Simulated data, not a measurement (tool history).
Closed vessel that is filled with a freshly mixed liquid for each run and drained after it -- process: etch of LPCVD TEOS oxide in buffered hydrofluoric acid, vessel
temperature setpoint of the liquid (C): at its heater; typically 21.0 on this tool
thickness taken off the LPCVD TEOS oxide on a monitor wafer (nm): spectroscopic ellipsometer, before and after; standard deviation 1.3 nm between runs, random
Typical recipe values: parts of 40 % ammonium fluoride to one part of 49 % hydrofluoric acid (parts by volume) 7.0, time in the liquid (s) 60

run   hour  temperature setpoint of the liquid (C)  parts of 40 % ammonium fluoride to one part of 49 % hydrofluoric acid (parts by volume)  time in the liquid (s)  read-back film thickness of the LPCVD TEOS oxide reference wafer, read on the same gauge (nm)  thickness taken off the LPCVD TEOS oxide on a monitor wafer (nm)
  1    0.0                                    21.0                                                                                      7.0                      80                                                                                          80.02                                                            282.93
  2   15.3                                    21.0                                                                                      7.0                      60                                                                                          80.01                                                            214.53
  3   24.5                                    21.0                                                                                      7.0                      60                                                                                          80.01                                                            214.19
  4   37.7                                    21.0                                                                                      7.0                      60                                                                                          79.99                                                            215.82
  5   46.2                                    21.0                                                                                      8.5                      60                                                                                          79.98                                                            178.38
  6   57.6                                    21.0                                                                                      8.5                      60                                                                                          79.97                                                            180.25
  7   66.9                                    21.0                                                                                      8.5                      60                                                                                          80.02                                                            179.03
  8   74.8                                    21.0                                                                                      7.0                      75                                                                                          80.01                                                            269.61
  9   85.5                                    21.0                                                                                      7.0                      60                                                                                          79.98                                                            214.27
 10   94.8                                    21.0                                                                                      7.0                      60                                                                                          79.99                                                            215.62
 11  104.7                                    21.0                                                                                      7.0                      60                                                                                          80.01                                                            216.82
     121.3  -- gauge calibrated
 12  127.5                                    17.5                                                                                      7.0                      75                                                                                          79.98                                                            226.15
 13  140.3                                    21.0                                                                                      7.0                      35                                                                                          79.99                                                            126.68
 14  155.8                                    21.0                                                                                      7.0                      60                                                                                          80.01                                                            216.88
 15  165.0                                    25.0                                                                                      6.0                      35                                                                                          80.02                                                            182.33
 16  174.2                                    24.5                                                                                      7.0                      40                                                                                          80.02                                                            175.42
 17  187.3                                    21.0                                                                                      7.0                      60                                                                                          80.00                                                            217.61
     193.0  -- hydrofluoric acid flow meter replaced
 18  193.5                                    21.0                                                                                      7.0                      30                                                                                          80.01                                                             97.92
 19  204.7                                    21.0                                                                                      7.0                      60                                                                                          79.97                                                            196.33
 20  214.7                                    19.5                                                                                      7.0                      60                                                                                          80.03                                                            179.87
 21  220.7                                    18.5                                                                                      5.0                      75                                                                                          79.99                                                            281.92
 22  238.1                                    21.0                                                                                      7.0                      60                                                                                          79.97                                                            194.24
 23  253.9                                    21.0                                                                                      7.0                      60                                                                                          80.02                                                            195.81
 24  270.4                                    17.0                                                                                      7.0                      60                                                                                          79.99                                                            154.81
 25  283.1                                    25.5                                                                                      6.0                      80                                                                                          79.99                                                            386.22
 26  293.0                                    25.5                                                                                      8.0                      30                                                                                          80.00                                                            110.99
     294.2  -- thermometer replaced
 27  301.0                                    17.0                                                                                      7.0                      70                                                                                          80.00                                                            183.18
 28  310.7                                    21.0                                                                                      7.0                      60                                                                                          79.99                                                            197.60
 29  317.9                                    21.0                                                                                      7.0                      60                                                                                          79.96                                                            199.55
 30  324.0                                    21.0                                                                                      7.0                      60                                                                                          80.02                                                            198.16
 31  369.2                                    18.5                                                                                      7.0                      60                                                                                          80.00                                                            174.31
 32  383.6                                    18.5                                                                                      7.0                      60                                                                                          80.02                                                            172.28
 33  401.1                                    21.0                                                                                      5.5                      60                                                                                          79.99                                                            242.26
 34  414.3                                    21.0                                                                                      7.0                      60                                                                                          80.01                                                            198.96

Branching from run 34: 3 alternative next runs. What would each branch give?
  A  415.0                                    21.0                                                                                      7.0                      60                                                                                              ?                                                                 ?
  B  415.0                                    24.0                                                                                      9.0                      30                                                                                              ?                                                                 ?
  C  415.0                                    21.0                                                                                      7.0                      50                                                                                              ?                                                                 ?

run  read-back film thickness of the LPCVD TEOS oxide reference wafer, read on the same gauge (nm)  thickness taken off the LPCVD TEOS oxide on a monitor wafer (nm)
  A                                                                                          79.99                                                            197.14
  B                                                                                          79.99                                                             88.86
  C                                                                                          79.99                                                            164.28
What these runs would have given with no unlogged condition in the tool:
run  thickness taken off the LPCVD TEOS oxide on a monitor wafer (nm)
  A                                                            194.52
  B                                                             87.39
  C                                                            162.10
